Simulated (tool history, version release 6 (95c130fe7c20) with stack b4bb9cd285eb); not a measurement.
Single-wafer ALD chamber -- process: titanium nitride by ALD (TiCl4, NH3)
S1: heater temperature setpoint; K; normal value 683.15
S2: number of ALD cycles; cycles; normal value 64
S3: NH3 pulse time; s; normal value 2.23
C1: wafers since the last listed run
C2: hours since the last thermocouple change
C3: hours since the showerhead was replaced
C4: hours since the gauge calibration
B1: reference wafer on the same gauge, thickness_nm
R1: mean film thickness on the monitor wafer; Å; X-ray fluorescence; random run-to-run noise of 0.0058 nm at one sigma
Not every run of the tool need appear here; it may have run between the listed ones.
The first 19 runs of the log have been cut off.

run,hour,S1,S2,S3,C1,C2,C3,C4,B1,R1
20,290.9,683.15,64,2.23,28,29.4,120.4,41.4,1.31,13.74
21,301.6,683.15,69,2.23,24,40.1,131.1,52.1,1.311,14.8
22,310.1,697.15,56,2.94,19,48.6,139.6,60.6,1.312,12.19
23,323.8,669.15,59,1.97,30,62.3,153.3,74.3,1.309,12.61
24,340.7,683.15,54,2.82,38,79.2,170.2,91.2,1.31,11.8
25,352.5,696.15,71,2.93,26,91,182,103,1.309,15.48
26,365.4,683.15,51,2.86,29,103.9,194.9,115.9,1.31,11.06
27,377.4,683.15,73,2.99,27,115.9,206.9,127.9,1.311,15.93
28,392.3,696.15,57,2.72,33,130.8,221.8,142.8,1.31,12.52
29,408.4,683.15,76,1.72,36,146.9,237.9,158.9,1.31,16.23
30,425.3,694.15,72,1.63,38,163.8,254.8,175.8,1.308,15.39
31,432.5,683.15,64,2.67,16,171,262,183,1.31,13.84
32,443.3,683.15,64,2.23,24,181.8,272.8,193.8,1.311,13.85
33,457,683.15,64,2.82,30,195.5,286.5,207.5,1.312,13.89

Run 34 has not been measured yet. What should we expect?
34,473.7,683.15,57,2.23,37,212.2,303.2,224.2,?,?

B1: 1.31
R1: 12.19 Å
On a tool with no hidden condition, and with the same random variation, this run would have come out at R1 12.19 Å.

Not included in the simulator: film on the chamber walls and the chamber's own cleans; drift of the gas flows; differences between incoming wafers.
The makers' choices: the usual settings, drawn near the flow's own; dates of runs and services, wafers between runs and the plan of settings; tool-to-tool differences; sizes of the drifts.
